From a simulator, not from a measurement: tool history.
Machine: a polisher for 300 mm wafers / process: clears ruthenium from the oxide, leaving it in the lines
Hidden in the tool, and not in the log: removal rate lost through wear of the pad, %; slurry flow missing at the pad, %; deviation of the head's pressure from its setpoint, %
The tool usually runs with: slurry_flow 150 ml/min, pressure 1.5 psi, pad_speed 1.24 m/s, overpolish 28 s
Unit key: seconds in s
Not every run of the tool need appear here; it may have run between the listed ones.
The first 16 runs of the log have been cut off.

run	hour	slurry_flow	pressure	pad_speed	overpolish	wafers since the last listed run	wafers polished on this pad	hours since the slurry nozzle was cleaned	hours since the head pressure was calibrated	incoming thickness of the incoming film, nm	seconds
17	226.2	175	1.5	1.46	28	145	327	433.7	43.3	149.5	113.1
18	235.6	150	1.2	1.02	17	87	415	443.1	52.7	150.5	195.8
19	245.6	125	1.5	1.24	28	93	509	453.1	62.7	151.6	143.4
# hour 262.1: worn pad replaced by a new one
20	263.4	125	1.5	1.24	39	128	11	470.9	80.5	149.9	134.7
21	271.9	150	1.5	1.24	28	79	91	479.4	89.0	149.4	134.8
22	294.4	175	1.5	1.48	11	210	301	501.9	111.5	147.0	108.2
23	308.0	150	1.8	0.86	45	127	428	515.5	125.1	150.1	159.8
# hour 318.1: slurry nozzle cleaned
24	322.9	195	1.7	1.66	40	129	558	4.8	140.0	151.3	88.2
25	332.8	150	1.3	1.04	28	92	650	14.7	149.9	148.8	180.8
26	339.8	120	1.2	0.84	37	65	716	21.7	156.9	147.1	254.7
# hour 351.2: worn pad replaced by a new one
27	351.7	150	1.5	1.02	18	73	4	33.6	168.8	149.6	161.0
28	358.0	175	1.2	1.24	42	58	63	39.9	175.1	150.3	156.6
29	375.6	150	1.5	1.24	28	164	228	57.5	192.7	149.9	132.8
30	386.0	150	1.5	1.24	28	97	325	67.9	203.1	151.8	138.7
31	402.2	150	1.5	1.24	28	151	476	84.1	219.3	150.0	137.4

Alternative continuations, all from the tool just after run 31; predict every row:
A	402.7	150	1.5	1.24	28	4	481	84.6	219.8	152.1	?
B	402.7	130	1.3	1.24	13	4	481	84.6	219.8	152.1	?
C	402.7	150	1.5	1.24	20	4	481	84.6	219.8	152.1	?
D	402.7	150	1.8	1.62	28	4	481	84.6	219.8	152.1	?
E	402.7	150	1.8	1.24	39	4	481	84.6	219.8	152.1	?

run	seconds
A	136.7
B	160.8
C	136.7
D	90.6
E	115.2
With no hidden state in the tool, these same runs would have given:
run	seconds
A	132.2
B	155.6
C	132.2
D	87.6
E	111.4
